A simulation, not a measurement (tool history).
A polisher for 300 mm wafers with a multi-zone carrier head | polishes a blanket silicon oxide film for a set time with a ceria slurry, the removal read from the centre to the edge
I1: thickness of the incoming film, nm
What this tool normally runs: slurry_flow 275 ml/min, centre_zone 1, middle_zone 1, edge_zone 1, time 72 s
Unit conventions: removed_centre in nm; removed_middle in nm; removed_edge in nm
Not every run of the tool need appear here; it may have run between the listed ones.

Run 1, day 0: usual settings; I1 1465.4. Result: removed_centre 311.9 nm, removed_middle 317.7 nm, removed_edge 298.3 nm.
Run 2, day 0.483: usual settings but time 91 s; I1 1501.5. Result: removed_centre 395.8 nm, removed_middle 392.5 nm, removed_edge 375.5 nm.
Run 3, day 0.762: usual settings but time 91 s; I1 1456.2. Result: removed_centre 398 nm, removed_middle 379.8 nm, removed_edge 371.6 nm.
At day 1.021: slurry nozzle cleaned.
Run 4, day 1.079: usual settings but slurry_flow 245 ml/min; I1 1482.4. Result: removed_centre 300.5 nm, removed_middle 304.5 nm, removed_edge 295.3 nm.
Run 5, day 1.617: usual settings but slurry_flow 245 ml/min; I1 1493.3. Result: removed_centre 302.7 nm, removed_middle 307.4 nm, removed_edge 297.2 nm.
At day 1.783: worn pad replaced by a new one.
Run 6, day 2.075: usual settings but slurry_flow 245 ml/min; I1 1466. Result: removed_centre 333.9 nm, removed_middle 332.2 nm, removed_edge 318.7 nm.
At day 2.188: centre zone pressure recalibrated.
Run 7, day 2.538: usual settings; I1 1502.6. Result: removed_centre 329.1 nm, removed_middle 321.5 nm, removed_edge 312 nm.
Run 8, day 3.225: usual settings but edge_zone 0.93, time 80 s; I1 1480. Result: removed_centre 350.3 nm, removed_middle 353.4 nm, removed_edge 326.5 nm.
Run 9, day 4.404: usual settings; I1 1478.6. Result: removed_centre 302.1 nm, removed_middle 311.6 nm, removed_edge 299 nm.
Run 10, day 5.046: usual settings but centre_zone 0.88, time 95 s; I1 1478.8. Result: removed_centre 358.9 nm, removed_middle 403.9 nm, removed_edge 391.1 nm.
Run 11, day 5.504: usual settings; I1 1501.3. Result: removed_centre 303.2 nm, removed_middle 297.7 nm, removed_edge 295.1 nm.
At day 5.992: worn pad replaced by a new one.
Run 12, day 6.225: usual settings but middle_zone 1.06; I1 1497.5. Result: removed_centre 334.4 nm, removed_middle 341 nm, removed_edge 320.1 nm.
Run 13, day 6.838: usual settings but slurry_flow 195 ml/min, time 79 s; I1 1484.8. Result: removed_centre 348.6 nm, removed_middle 346.4 nm, removed_edge 330.3 nm.
Run 14, day 7.479: usual settings; I1 1497.5. Result: removed_centre 309.4 nm, removed_middle 311.8 nm, removed_edge 298.6 nm.
Run 15, day 8.025: usual settings but centre_zone 0.94; I1 1501.4. Result: removed_centre 283.4 nm, removed_middle 307.4 nm, removed_edge 290.4 nm.
Run 16, day 8.775: usual settings but time 94 s; I1 1462.5. Result: removed_centre 395.5 nm, removed_middle 394.8 nm, removed_edge 384.3 nm.
Run 17, day 9.154: usual settings but centre_zone 1.1; I1 1467.4. Result: removed_centre 339.9 nm, removed_middle 296.8 nm, removed_edge 293.2 nm.
Run 18, day 9.508: usual settings but time 89 s; I1 1468.3. Result: removed_centre 369.7 nm, removed_middle 372.3 nm, removed_edge 356 nm.
Run 19, day 9.879: usual settings but slurry_flow 225 ml/min, centre_zone 0.88, time 55 s; I1 1489.8. Result: removed_centre 198.7 nm, removed_middle 227.3 nm, removed_edge 222.7 nm.
At day 10.154: worn pad replaced by a new one.
Run 20, day 10.25: usual settings but slurry_flow 250 ml/min, edge_zone 1.08; I1 1467.9. Result: removed_centre 341.9 nm, removed_middle 339.1 nm, removed_edge 341.7 nm.
Run 21, day 10.725: usual settings; I1 1482.6. Result: removed_centre 333.1 nm, removed_middle 332.9 nm, removed_edge 323.4 nm.

Forecast each of these 5 alternatives for the next run:
Run A, day 10.742: usual settings but edge_zone 1.11; I1 1453.6. Result: removed_centre ?, removed_middle ?, removed_edge ?.
Run B, day 10.742: usual settings but slurry_flow 355 ml/min, centre_zone 1.05, edge_zone 1.07, time 47 s; I1 1453.6. Result: removed_centre ?, removed_middle ?, removed_edge ?.
Run C, day 10.742: usual settings but middle_zone 1.05; I1 1453.6. Result: removed_centre ?, removed_middle ?, removed_edge ?.
Run D, day 10.742: usual settings but edge_zone 0.92; I1 1453.6. Result: removed_centre ?, removed_middle ?, removed_edge ?.
Run E, day 10.742: usual settings but slurry_flow 190 ml/min, centre_zone 1.09, middle_zone 0.9; I1 1453.6. Result: removed_centre ?, removed_middle ?, removed_edge ?.

run  removed_centre  removed_middle  removed_edge
  A           329.2           320.6         338.4
  B           229.1             212         219.6
  C           329.3             328         323.5
  D           329.2           320.7         312.8
  E           351.5           299.9         319.2
With no hidden state in the tool, these same runs would have given:
run  removed_centre  removed_middle  removed_edge
  A           346.9           337.9         356.6
  B           241.4           223.4         231.4
  C             347           345.7         340.9
  D           346.9           337.9         329.6
  E           370.4           316.1         336.4
